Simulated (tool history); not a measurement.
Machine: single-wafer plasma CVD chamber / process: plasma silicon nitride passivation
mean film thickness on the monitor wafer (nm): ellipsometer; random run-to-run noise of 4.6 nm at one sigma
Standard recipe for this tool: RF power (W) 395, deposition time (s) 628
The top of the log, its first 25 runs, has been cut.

run,hour,RF power (W),deposition time (s),"read-back reference wafer on the same gauge, thickness_nm",mean film thickness on the monitor wafer (nm)
# hour 2285.5: gauge calibrated
26,2322.4,440,536,854.335,794.835
# hour 2390.8: RF generator calibrated
27,2405.2,435,716,855.462,1088.625
28,2467.5,355,737,854.588,1041.033
# hour 2488.8: showerhead replaced
29,2538.5,395,628,853.748,916.052
30,2643.4,420,668,853.392,978.293
31,2696.3,360,526,854.200,737.237
32,2786.2,395,562,854.453,811.104
33,2875.4,325,628,853.544,851.356
34,2943.9,345,568,855.699,786.462
35,3002.1,435,570,853.954,851.080
36,3075.8,395,628,853.716,909.796
37,3127.1,395,628,854.496,897.126
38,3215.3,445,706,851.998,1041.720
39,3262.9,440,578,854.063,853.987
40,3301.0,395,628,853.432,897.589
41,3387.6,435,748,854.720,1110.015
42,3492.7,460,699,854.521,1045.633

Below are 5 alternative next runs, each starting from the tool's condition after run 42. Predict each:
A,3493.3,395,628,?,?
B,3493.3,340,628,?,?
C,3493.3,350,719,?,?
D,3493.3,395,714,?,?
E,3493.3,415,719,?,?

run,"read-back reference wafer on the same gauge, thickness_nm",mean film thickness on the monitor wafer (nm)
A,854.717,901.761
B,854.717,861.904
C,854.717,995.462
D,854.717,1025.250
E,854.717,1047.912
Had the tool no hidden state, the same runs would have come out as:
run,mean film thickness on the monitor wafer (nm)
A,923.783
B,882.952
C,1019.772
D,1050.288
E,1073.503

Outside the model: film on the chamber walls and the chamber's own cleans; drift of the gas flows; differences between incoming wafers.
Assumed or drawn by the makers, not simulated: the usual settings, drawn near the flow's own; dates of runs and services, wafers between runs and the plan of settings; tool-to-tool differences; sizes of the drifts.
